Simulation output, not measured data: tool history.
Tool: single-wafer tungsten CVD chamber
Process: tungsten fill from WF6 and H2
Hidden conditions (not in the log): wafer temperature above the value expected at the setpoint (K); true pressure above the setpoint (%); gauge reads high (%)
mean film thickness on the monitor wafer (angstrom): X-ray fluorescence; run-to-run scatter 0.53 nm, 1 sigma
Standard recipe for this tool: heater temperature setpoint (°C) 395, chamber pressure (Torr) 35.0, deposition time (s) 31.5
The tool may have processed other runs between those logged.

run	hour	heater temperature setpoint (°C)	chamber pressure (Torr)	deposition time (s)	wafers since the last listed run	hours since the last thermocouple change	hours since the last manometer calibration	hours since the showerhead was replaced	hours since the gauge calibration	read-back reference wafer on the same gauge, thickness_nm	mean film thickness on the monitor wafer (angstrom)
1	0.0	395	40.8	31.5	0	1499.5	2800.5	4336.7	2126.3	107.161	1010.20
# hour 36.3: thermocouple changed; heater temperature recalibrated
2	36.8	395	35.0	31.5	444	0.5	2837.3	4373.5	2163.1	107.348	944.46
# hour 61.8: capacitance manometer re-zeroed and calibrated
3	82.3	395	35.0	31.5	578	46.0	20.5	4419.0	2208.6	107.473	952.98
4	140.0	395	35.0	31.5	889	103.7	78.2	4476.7	2266.3	107.353	944.07
5	209.5	395	35.0	31.5	1071	173.2	147.7	4546.2	2335.8	107.102	948.32
6	280.5	395	35.0	27.7	1094	244.2	218.7	4617.2	2406.8	107.217	819.01
7	337.4	395	35.0	27.7	877	301.1	275.6	4674.1	2463.7	107.096	829.13
8	377.8	395	35.0	27.7	622	341.5	316.0	4714.5	2504.1	107.285	826.82
9	403.2	395	35.0	31.5	391	366.9	341.4	4739.9	2529.5	107.352	943.30
10	427.2	395	35.0	31.5	370	390.9	365.4	4763.9	2553.5	107.235	943.51
# hour 436.9: showerhead replaced
11	473.6	395	35.0	31.5	592	437.3	411.8	36.7	2599.9	107.209	934.85
12	510.9	409	28.1	29.0	575	474.6	449.1	74.0	2637.2	107.450	1015.01
13	545.1	391	35.0	29.5	527	508.8	483.3	108.2	2671.4	107.096	816.30
14	587.7	383	39.5	27.2	656	551.4	525.9	150.8	2714.0	107.270	671.82
15	654.9	395	35.0	31.5	1036	618.6	593.1	218.0	2781.2	107.486	934.62
# hour 684.2: gauge calibrated
16	708.9	395	35.0	26.8	832	672.6	647.1	272.0	24.7	107.369	804.29
17	774.0	395	35.0	31.5	1003	737.7	712.2	337.1	89.8	107.140	943.88
18	798.3	395	32.7	31.5	374	762.0	736.5	361.4	114.1	107.294	906.92
19	834.7	395	35.0	31.5	561	798.4	772.9	397.8	150.5	107.354	944.10
20	859.7	384	35.0	31.5	385	823.4	797.9	422.8	175.5	107.371	737.37
21	908.6	395	35.0	31.5	753	872.3	846.8	471.7	224.4	107.332	941.63
22	937.4	409	35.0	31.5	444	901.1	875.6	500.5	253.2	107.171	1244.44
23	1000.6	408	35.0	26.0	974	964.3	938.8	563.7	316.4	107.258	1016.81
24	1059.4	386	35.0	29.4	906	1023.1	997.6	622.5	375.2	107.251	722.75
25	1127.2	409	35.0	27.8	1045	1090.9	1065.4	690.3	443.0	107.348	1107.59
26	1255.2	395	35.0	31.5	1973	1218.9	1193.4	818.3	571.0	107.078	940.75
# hour 1317.3: thermocouple changed; heater temperature recalibrated
27	1317.8	395	27.0	28.8	841	0.5	1256.0	880.9	633.6	107.522	750.67
28	1384.9	395	32.3	37.7	1034	67.6	1323.1	948.0	700.7	107.292	1078.92
29	1455.5	395	33.1	31.5	1088	138.2	1393.7	1018.6	771.3	107.500	912.62
30	1489.4	395	35.0	28.0	522	172.1	1427.6	1052.5	805.2	107.270	836.45
31	1527.4	395	35.0	31.5	585	210.1	1465.6	1090.5	843.2	107.291	939.98
32	1573.9	395	26.4	31.5	716	256.6	1512.1	1137.0	889.7	107.281	805.85
33	1622.8	395	35.0	31.5	753	305.5	1561.0	1185.9	938.6	107.160	938.30
34	1683.1	405	37.2	34.3	929	365.8	1621.3	1246.2	998.9	107.204	1313.85
35	1727.9	399	35.0	31.5	690	410.6	1666.1	1291.0	1043.7	107.296	1023.42

For each entry between runs, how does the tool's hidden state at the last listed run before it compare with that at the first listed run after it?
From run 1 to run 2: thermocouple changed; heater temperature recalibrated (hour 36.3)
  no hidden state differs between the two runs
From run 2 to run 3: capacitance manometer re-zeroed and calibrated (hour 61.8)
  no hidden state differs between the two runs
From run 10 to run 11: showerhead replaced (hour 436.9)
  no hidden state differs between the two runs
From run 15 to run 16: gauge calibrated (hour 684.2)
  no hidden state differs between the two runs
From run 26 to run 27: thermocouple changed; heater temperature recalibrated (hour 1317.3)
  no hidden state differs between the two runs

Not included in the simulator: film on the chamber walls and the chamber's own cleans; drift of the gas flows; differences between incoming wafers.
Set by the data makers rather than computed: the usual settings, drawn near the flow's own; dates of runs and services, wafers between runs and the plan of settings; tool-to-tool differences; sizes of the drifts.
